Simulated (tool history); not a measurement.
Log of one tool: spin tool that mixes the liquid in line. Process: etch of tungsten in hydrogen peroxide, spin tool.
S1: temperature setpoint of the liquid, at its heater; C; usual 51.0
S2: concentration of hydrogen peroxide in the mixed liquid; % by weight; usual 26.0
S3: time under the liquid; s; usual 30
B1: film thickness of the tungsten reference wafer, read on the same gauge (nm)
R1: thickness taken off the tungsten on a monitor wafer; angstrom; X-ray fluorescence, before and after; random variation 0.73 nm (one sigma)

run,hour,S1,S2,S3,B1,R1
1,0.0,51.0,26.0,30,129.99,987.6
2,48.7,51.0,26.0,30,129.99,986.8
3,130.7,51.0,26.0,30,129.99,986.0
4,168.0,51.0,26.0,30,130.00,984.8
5,235.2,51.0,26.0,30,130.00,983.5
# hour 359.9: new drum of peroxide connected
# hour 411.5: heated supply line repaired
6,439.1,51.0,26.0,30,130.00,1016.7
7,492.0,51.0,19.0,45,130.01,1305.1
8,532.2,51.0,26.0,30,129.99,1007.0
# hour 554.3: gauge calibrated
9,584.3,51.0,26.0,30,129.99,1008.9
10,635.8,45.5,26.0,30,130.03,717.2
11,699.1,45.0,26.0,25,130.00,576.5
# hour 942.0: thermometer replaced
# hour 946.3: peroxide flow meter replaced
12,978.8,44.5,30.0,40,130.01,944.3
13,1034.0,55.5,26.0,15,130.00,656.4
14,1116.0,51.0,19.5,30,130.01,866.0
15,1175.4,43.0,23.0,30,130.01,566.3
16,1211.9,51.0,26.0,30,130.00,997.5
17,1257.4,41.0,30.0,30,129.99,563.5
18,1346.8,51.0,26.0,30,130.01,996.0
19,1414.4,51.0,26.0,30,129.97,993.4
20,1501.7,48.5,22.5,25,129.99,650.4
21,1539.2,51.0,26.0,30,130.00,991.7

Run 22 comes next. What will it give?
22,1603.1,54.0,21.5,35,?,?

{"run 22": {"B1": 130.01, "R1": 1247.2}}
Without the tool's hidden state the same run would have given R1 1299.6 angstrom.
